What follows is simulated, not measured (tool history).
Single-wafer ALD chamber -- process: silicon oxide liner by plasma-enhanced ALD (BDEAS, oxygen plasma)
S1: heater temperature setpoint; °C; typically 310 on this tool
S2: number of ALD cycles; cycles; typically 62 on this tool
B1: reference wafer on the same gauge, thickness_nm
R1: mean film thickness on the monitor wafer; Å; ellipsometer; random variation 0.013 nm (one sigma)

run,hour,S1,S2,B1,R1
1,0,310,62,5.36,49.4
2,33.1,317,62,5.362,48.96
3,61.2,317,62,5.361,49
4,88.4,317,62,5.357,49.21
5,103.4,310,62,5.363,49.74
6,127.8,310,62,5.361,49.49
7,152.2,310,62,5.361,49.44
8,172,310,62,5.358,49.36
9,200.1,310,62,5.365,49.43
10,234.2,299,66,5.363,53.32
11,248.9,310,62,5.359,49.12
12,289.7,310,62,5.36,49.49
13,317.6,296,66,5.361,54.08
# hour 355.3: gauge calibrated
# hour 364.2: thermocouple changed; heater temperature recalibrated
14,394.2,298,62,5.36,50
15,407.1,295,55,5.36,45.05
16,435.9,296,62,5.363,50.54
17,464.9,310,62,5.364,49.45
18,483.9,302,62,5.359,49.99
19,508.8,310,62,5.364,49.55
20,534.7,310,72,5.358,57.33
21,571.2,315,58,5.359,45.91
22,606.8,310,53,5.359,42.13

Forecast each of these 4 alternatives for the next run:
A,607.3,310,62,?,?
B,607.3,315,73,?,?
C,607.3,298,51,?,?
D,607.3,324,71,?,?

run,B1,R1
A,5.359,49.27
B,5.359,57.65
C,5.359,41.19
D,5.359,55.44
Stripped of hidden state, with their random variation kept, the same runs would have yielded:
run,R1
A,49.27
B,57.65
C,41.19
D,55.44

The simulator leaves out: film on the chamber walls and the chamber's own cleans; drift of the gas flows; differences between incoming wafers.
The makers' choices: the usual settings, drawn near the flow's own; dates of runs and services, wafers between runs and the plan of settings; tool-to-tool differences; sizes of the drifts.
